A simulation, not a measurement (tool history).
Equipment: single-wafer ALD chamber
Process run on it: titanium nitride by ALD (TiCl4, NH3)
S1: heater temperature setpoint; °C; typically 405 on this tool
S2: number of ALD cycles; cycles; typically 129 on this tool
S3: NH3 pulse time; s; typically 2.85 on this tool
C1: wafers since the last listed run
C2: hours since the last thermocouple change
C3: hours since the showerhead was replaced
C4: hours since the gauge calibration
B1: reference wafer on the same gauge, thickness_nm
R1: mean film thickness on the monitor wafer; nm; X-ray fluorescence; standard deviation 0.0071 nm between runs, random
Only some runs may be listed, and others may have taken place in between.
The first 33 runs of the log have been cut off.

run	hour	S1	S2	S3	C1	C2	C3	C4	B1	R1
34	953.3	405	129	2.85	66	502.5	104.8	320.4	3.409	2.9
35	987.6	405	129	2.85	79	536.8	139.1	354.7	3.417	2.898
36	1062	405	129	3.85	173	611.2	213.5	429.1	3.423	2.924
37	1084.3	405	115	1.98	51	633.5	235.8	451.4	3.425	2.562
38	1111.1	405	129	2.85	62	660.3	262.6	478.2	3.427	2.912
39	1173.6	405	129	2.85	145	722.8	325.1	540.7	3.425	2.901
40	1203.9	405	129	2.85	70	753.1	355.4	571	3.43	2.898
41	1216.6	394	115	1.94	29	765.8	368.1	583.7	3.433	2.54

Branching from run 41: 3 alternative next runs. What would each branch give?
A	1217.3	405	129	2.85	1	766.5	368.8	584.4	?	?
B	1217.3	405	129	3.55	1	766.5	368.8	584.4	?	?
C	1217.3	394	153	2.85	1	766.5	368.8	584.4	?	?

run	B1	R1
A	3.43	2.894
B	3.43	2.911
C	3.43	3.413
Stripped of hidden state, with their random variation kept, the same runs would have yielded:
run	R1
A	2.826
B	2.843
C	3.332

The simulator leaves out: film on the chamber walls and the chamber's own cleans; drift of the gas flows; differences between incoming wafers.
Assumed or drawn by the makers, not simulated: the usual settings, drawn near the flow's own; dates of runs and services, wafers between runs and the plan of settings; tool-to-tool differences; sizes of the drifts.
